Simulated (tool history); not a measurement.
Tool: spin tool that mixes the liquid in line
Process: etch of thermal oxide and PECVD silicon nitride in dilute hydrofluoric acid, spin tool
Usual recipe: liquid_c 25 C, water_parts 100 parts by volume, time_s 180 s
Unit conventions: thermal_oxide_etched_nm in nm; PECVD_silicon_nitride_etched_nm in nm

| run | hour | liquid_c | water_parts | time_s | read-back film thickness of the thermal oxide reference wafer, read on the same gauge (nm) | read-back film thickness of the PECVD silicon nitride reference wafer, read on the same gauge (nm) | thermal_oxide_etched_nm | PECVD_silicon_nitride_etched_nm |
|---|---|---|---|---|---|---|---|---|
| 1 | 0.0 | 25 | 125 | 245 | 70.07 | 50.018 | 8.71 | 3.640 |
| 2 | 31.8 | 25 | 100 | 255 | 69.99 | 49.994 | 11.56 | 4.731 |
| 3 | 66.6 | 25 | 100 | 255 | 69.99 | 50.022 | 11.71 | 4.759 |
| 4 | 96.8 | 25 | 100 | 180 | 70.04 | 50.032 | 8.21 | 3.364 |
| 5 | 117.7 | 25 | 100 | 180 | 70.01 | 50.003 | 8.18 | 3.259 |
| 6 | 144.6 | 25 | 100 | 180 | 69.98 | 50.016 | 8.13 | 3.289 |
| 7 | 171.1 | 25 | 100 | 180 | 70.02 | 50.019 | 8.08 | 3.224 |
| 8 | 188.8 | 25 | 100 | 180 | 70.07 | 49.996 | 8.15 | 3.332 |
| 9 | 223.3 | 25 | 100 | 180 | 69.97 | 50.015 | 7.97 | 3.201 |
| 10 | 251.7 | 25 | 100 | 180 | 69.99 | 49.988 | 8.06 | 3.315 |
| 11 | 270.0 | 25 | 100 | 180 | 70.01 | 50.005 | 7.98 | 3.244 |
|  | 305.9 | thermometer replaced |
| 12 | 356.1 | 22 | 100 | 180 | 70.02 | 49.955 | 7.01 | 2.675 |
| 13 | 374.1 | 25 | 100 | 180 | 69.99 | 50.008 | 7.83 | 3.177 |
| 14 | 396.6 | 23 | 65 | 240 | 70.06 | 49.973 | 15.71 | 5.689 |
| 15 | 412.4 | 25 | 100 | 180 | 70.01 | 49.982 | 8.01 | 3.181 |
|  | 416.6 | gauge calibrated |
|  | 427.1 | hydrofluoric acid flow meter replaced |
| 16 | 441.8 | 25 | 100 | 180 | 70.00 | 49.998 | 8.65 | 3.463 |
| 17 | 467.1 | 25 | 75 | 140 | 70.00 | 50.013 | 9.09 | 3.538 |
| 18 | 488.7 | 27 | 130 | 275 | 69.95 | 50.005 | 10.43 | 4.540 |

What will run 19 give?
| 19 | 515.5 | 25 | 135 | 180 | ? | ? | ? | ? |

Run 19 measured read-back film thickness of the thermal oxide reference wafer, read on the same gauge (nm) 69.99, read-back film thickness of the PECVD silicon nitride reference wafer, read on the same gauge (nm) 49.986, thermal_oxide_etched_nm 6.10 nm, PECVD_silicon_nitride_etched_nm 2.544 nm.
If the tool had no hidden condition, the same run with the same run-to-run variation would have returned thermal_oxide_etched_nm 6.19 nm, PECVD_silicon_nitride_etched_nm 2.576 nm.

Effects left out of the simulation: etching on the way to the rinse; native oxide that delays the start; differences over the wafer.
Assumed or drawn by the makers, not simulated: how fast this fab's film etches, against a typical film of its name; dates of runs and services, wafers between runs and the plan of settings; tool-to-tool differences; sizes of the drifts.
